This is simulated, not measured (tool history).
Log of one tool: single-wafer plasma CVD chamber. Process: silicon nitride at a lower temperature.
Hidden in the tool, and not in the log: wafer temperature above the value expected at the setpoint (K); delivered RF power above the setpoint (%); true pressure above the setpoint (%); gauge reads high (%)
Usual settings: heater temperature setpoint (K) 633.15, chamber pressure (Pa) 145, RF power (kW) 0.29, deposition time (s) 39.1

run	hour	heater temperature setpoint (K)	chamber pressure (Pa)	RF power (kW)	deposition time (s)	wafers since the last listed run	hours since the last thermocouple change	hours since the last RF generator calibration	hours since the last manometer calibration	hours since the showerhead was replaced	hours since the gauge calibration	read-back reference wafer on the same gauge, thickness_nm	mean film thickness on the monitor wafer (Å)
1	0	633.15	131	0.29	39.1	0	2491.7	993	1454.5	6708.4	927.3	37.586	339.78
2	28.1	633.15	135	0.29	39.1	660	2519.8	1021.1	1482.6	6736.5	955.4	37.656	339.22
3	56.6	633.15	145	0.29	39.1	669	2548.3	1049.6	1511.1	6765	983.9	37.618	350.76
4	79.8	633.15	145	0.29	39.1	545	2571.5	1072.8	1534.3	6788.2	1007.1	37.602	345.42
5	111.6	633.15	145	0.29	39.1	747	2603.3	1104.6	1566.1	6820	1038.9	37.649	342.06
# hour 125.5: capacitance manometer re-zeroed and calibrated
6	145	633.15	145	0.29	39.1	596	2636.7	1138	19.5	6853.4	1072.3	37.652	342.52
# hour 175.7: gauge calibrated
7	178.4	640.15	145	0.29	39.1	785	2670.1	1171.4	52.9	6886.8	2.7	37.635	341.97
8	258.5	633.15	145	0.29	39.1	1882	2750.2	1251.5	133	6966.9	82.8	37.611	341.32
9	287.5	644.15	129	0.245	36.2	681	2779.2	1280.5	162	6995.9	111.8	37.65	263.26
10	320.7	633.15	145	0.24	39.1	780	2812.4	1313.7	195.2	7029.1	145	37.651	292.16
11	341.9	633.15	145	0.29	36.9	498	2833.6	1334.9	216.4	7050.3	166.2	37.638	321.47
# hour 350.7: RF generator calibrated
12	363.1	637.15	145	0.29	41.6	310	2854.8	12.4	237.6	7071.5	187.4	37.642	380.32
13	390	633.15	145	0.29	39.1	632	2881.7	39.3	264.5	7098.4	214.3	37.55	353.05
# hour 409: showerhead replaced
14	409.5	633.15	145	0.29	39.1	270	2901.2	58.8	284	0.5	233.8	37.567	357.93

Run 15 comes next. What will it give?
15	437.3	626.15	117	0.29	39.1	653	2929	86.6	311.8	28.3	261.6	?	?

Run 15 gave read-back reference wafer on the same gauge, thickness_nm 37.632, mean film thickness on the monitor wafer (Å) 336.75.
Without the tool's hidden state the same run would have given mean film thickness on the monitor wafer (Å) 340.01.

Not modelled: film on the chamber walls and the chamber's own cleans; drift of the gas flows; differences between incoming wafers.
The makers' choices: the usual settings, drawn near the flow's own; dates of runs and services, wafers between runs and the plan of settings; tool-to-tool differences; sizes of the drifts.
